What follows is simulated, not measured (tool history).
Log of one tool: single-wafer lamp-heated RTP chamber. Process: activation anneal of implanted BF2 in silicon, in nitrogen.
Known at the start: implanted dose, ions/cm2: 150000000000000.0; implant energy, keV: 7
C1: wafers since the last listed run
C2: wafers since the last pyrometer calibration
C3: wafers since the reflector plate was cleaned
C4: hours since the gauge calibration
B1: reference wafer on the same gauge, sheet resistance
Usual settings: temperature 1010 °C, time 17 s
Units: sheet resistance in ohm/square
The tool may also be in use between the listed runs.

run 1 day=0 | temperature=990 time=11 | C1=0 C2=667 C3=1794 C4=917.5 | B1=961.97 | sheet_resistance=863.91
run 2 day=3.262 | temperature=990 time=11 | C1=1382 C2=2049 C3=3176 C4=995.8 | B1=962.13 | sheet_resistance=860.45
-- day=6.633 reflector plate cleaned
run 3 day=6.654 | temperature=990 time=11 | C1=1295 C2=3345 C3=8 C4=1077.2 | B1=962.13 | sheet_resistance=866.08
-- day=8.533 pyrometer window cleaned and pyrometer calibrated
run 4 day=13.946 | temperature=1003 time=19 | C1=2948 C2=2292 C3=2956 C4=1252.2 | B1=961.69 | sheet_resistance=841.05
run 5 day=16.229 | temperature=1003 time=19 | C1=967 C2=3259 C3=3924 C4=1307 | B1=961.72 | sheet_resistance=839.34
-- day=16.862 reflector plate cleaned
-- day=19.696 pyrometer window cleaned and pyrometer calibrated
run 6 day=20.408 | temperature=1010 time=17 | C1=1488 C2=301 C3=1361 C4=1407.3 | B1=961.6 | sheet_resistance=844.93
run 7 day=22.3 | temperature=1010 time=17 | C1=801 C2=1102 C3=2162 C4=1452.7 | B1=961.59 | sheet_resistance=842.65
run 8 day=25.908 | temperature=1010 time=17 | C1=1528 C2=2631 C3=3691 C4=1539.3 | B1=961.53 | sheet_resistance=839.49
-- day=26.892 reflector plate cleaned
-- day=29.204 gauge calibrated
run 9 day=29.692 | temperature=998 time=17 | C1=1461 C2=4093 C3=1187 C4=11.7 | B1=962.35 | sheet_resistance=847.56
-- day=32.242 pyrometer window cleaned and pyrometer calibrated
run 10 day=32.262 | temperature=993 time=7 | C1=947 C2=8 C3=2135 C4=73.4 | B1=962.4 | sheet_resistance=873.23
run 11 day=36.462 | temperature=1010 time=17 | C1=1779 C2=1788 C3=3914 C4=174.2 | B1=962.03 | sheet_resistance=841.09
-- day=36.971 reflector plate cleaned
run 12 day=38.225 | temperature=985 time=27 | C1=605 C2=2393 C3=531 C4=216.5 | B1=961.71 | sheet_resistance=845.16
run 13 day=42.642 | temperature=1010 time=22 | C1=1871 C2=4264 C3=2402 C4=322.5 | B1=961.45 | sheet_resistance=828.18
-- day=44.146 pyrometer window cleaned and pyrometer calibrated
run 14 day=46.308 | temperature=998 time=21 | C1=1412 C2=916 C3=3814 C4=410.5 | B1=961.92 | sheet_resistance=844.59
-- day=49.108 reflector plate cleaned
-- day=56.721 pyrometer window cleaned and pyrometer calibrated
run 15 day=56.742 | temperature=1002 time=24 | C1=4137 C2=8 C3=3093 C4=660.9 | B1=961.26 | sheet_resistance=842.12
run 16 day=57.942 | temperature=982 time=22 | C1=508 C2=516 C3=3601 C4=689.7 | B1=962.93 | sheet_resistance=851.7

5 ways to go on from here, each from the tool as it stands after run 16. What would each give?
run A day=57.958 | temperature=1010 time=17 | C1=7 C2=523 C3=3608 C4=690.1 | B1=? | sheet_resistance=?
run B day=57.958 | temperature=1024 time=13 | C1=7 C2=523 C3=3608 C4=690.1 | B1=? | sheet_resistance=?
run C day=57.958 | temperature=1010 time=12 | C1=7 C2=523 C3=3608 C4=690.1 | B1=? | sheet_resistance=?
run D day=57.958 | temperature=1010 time=27 | C1=7 C2=523 C3=3608 C4=690.1 | B1=? | sheet_resistance=?
run E day=57.958 | temperature=1010 time=8 | C1=7 C2=523 C3=3608 C4=690.1 | B1=? | sheet_resistance=?

run=A B1=961.76 sheet_resistance=843.53
run=B B1=961.76 sheet_resistance=843.31
run=C B1=961.76 sheet_resistance=853.64
run=D B1=961.76 sheet_resistance=827.64
run=E B1=961.76 sheet_resistance=863.35
Without the tool's hidden state the same runs would have given:
run=A sheet_resistance=851.52
run=B sheet_resistance=850.6
run=C sheet_resistance=860.36
run=D sheet_resistance=837.37
run=E sheet_resistance=868.79
